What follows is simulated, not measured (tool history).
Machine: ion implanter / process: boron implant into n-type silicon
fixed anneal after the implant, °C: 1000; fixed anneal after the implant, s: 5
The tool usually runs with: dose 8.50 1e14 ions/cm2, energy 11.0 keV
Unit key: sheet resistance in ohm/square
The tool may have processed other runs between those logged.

| run | hour | dose | energy | read-back reference wafer on the same gauge, sheet resistance | sheet resistance |
|---|---|---|---|---|---|
| 1 | 0.0 | 8.50 | 11.0 | 178.98 | 162.34 |
| 2 | 68.4 | 8.50 | 11.0 | 178.94 | 161.40 |
| 3 | 98.5 | 8.50 | 11.0 | 179.09 | 161.12 |
| 4 | 136.4 | 8.50 | 11.0 | 178.90 | 162.45 |
| 5 | 170.0 | 8.50 | 11.0 | 179.00 | 161.70 |
| 6 | 221.8 | 7.24 | 12.0 | 178.99 | 177.45 |
| 7 | 289.4 | 7.24 | 12.0 | 178.86 | 177.33 |
| 8 | 322.3 | 7.24 | 12.0 | 178.91 | 177.07 |
| 9 | 377.8 | 9.77 | 11.0 | 178.96 | 147.43 |
| 10 | 435.0 | 9.77 | 11.0 | 179.09 | 147.68 |
| 11 | 462.9 | 8.50 | 11.0 | 178.89 | 159.34 |
| 12 | 507.9 | 8.50 | 11.0 | 179.19 | 158.49 |
|  | 520.0 | Faraday cup replaced and dose calibrated |
| 13 | 555.6 | 8.50 | 11.0 | 179.01 | 162.48 |
| 14 | 586.7 | 8.50 | 11.0 | 179.03 | 163.51 |
| 15 | 630.4 | 8.50 | 11.0 | 179.01 | 162.59 |
| 16 | 657.7 | 8.50 | 11.0 | 178.99 | 163.63 |
| 17 | 721.3 | 7.01 | 11.0 | 179.06 | 184.91 |
| 18 | 757.8 | 7.25 | 11.0 | 179.09 | 180.48 |
| 19 | 821.8 | 10.51 | 9.5 | 178.95 | 149.89 |
| 20 | 858.2 | 9.70 | 11.0 | 179.13 | 149.96 |
| 21 | 917.1 | 7.01 | 11.0 | 178.89 | 183.14 |
|  | 1059.5 | Faraday cup replaced and dose calibrated |
| 22 | 1107.5 | 9.70 | 11.0 | 178.97 | 149.58 |
|  | 1117.8 | gauge calibrated |
| 23 | 1246.8 | 8.50 | 11.0 | 179.07 | 162.03 |
| 24 | 1288.2 | 9.67 | 13.5 | 178.87 | 143.62 |
| 25 | 1312.4 | 7.01 | 11.0 | 178.90 | 184.83 |
| 26 | 1347.8 | 8.50 | 12.0 | 179.15 | 160.48 |
| 27 | 1411.9 | 9.43 | 7.5 | 179.00 | 169.92 |
|  | 1531.9 | extraction supply calibrated |
|  | 1590.3 | Faraday cup replaced and dose calibrated |
| 28 | 1601.2 | 8.50 | 8.0 | 178.83 | 174.91 |
| 29 | 1630.8 | 8.50 | 11.0 | 179.06 | 162.56 |
| 30 | 1677.0 | 7.61 | 11.0 | 179.03 | 174.61 |
| 31 | 1722.5 | 6.28 | 14.5 | 178.82 | 196.14 |
| 32 | 1786.0 | 6.67 | 13.5 | 179.01 | 189.46 |
| 33 | 1839.6 | 9.31 | 12.0 | 178.85 | 149.87 |
| 34 | 1907.7 | 8.50 | 8.0 | 178.70 | 174.49 |
| 35 | 1934.5 | 8.50 | 15.0 | 178.97 | 154.23 |
| 36 | 1989.0 | 8.50 | 11.0 | 179.01 | 161.19 |
| 37 | 2043.9 | 7.62 | 9.5 | 178.81 | 177.16 |
| 38 | 2088.7 | 6.41 | 14.0 | 178.97 | 190.66 |

Branching from run 38: 3 alternative next runs. What would each branch give?
| A | 2089.1 | 8.50 | 11.0 | ? | ? |
| B | 2089.1 | 9.36 | 14.5 | ? | ? |
| C | 2089.1 | 8.50 | 13.5 | ? | ? |

| run | read-back reference wafer on the same gauge, sheet resistance | sheet resistance |
|---|---|---|
| A | 179.00 | 160.92 |
| B | 179.00 | 143.22 |
| C | 179.00 | 155.22 |
Without the tool's hidden state the same runs would have given:
| run | sheet resistance |
|---|---|
| A | 162.84 |
| B | 145.14 |
| C | 157.32 |

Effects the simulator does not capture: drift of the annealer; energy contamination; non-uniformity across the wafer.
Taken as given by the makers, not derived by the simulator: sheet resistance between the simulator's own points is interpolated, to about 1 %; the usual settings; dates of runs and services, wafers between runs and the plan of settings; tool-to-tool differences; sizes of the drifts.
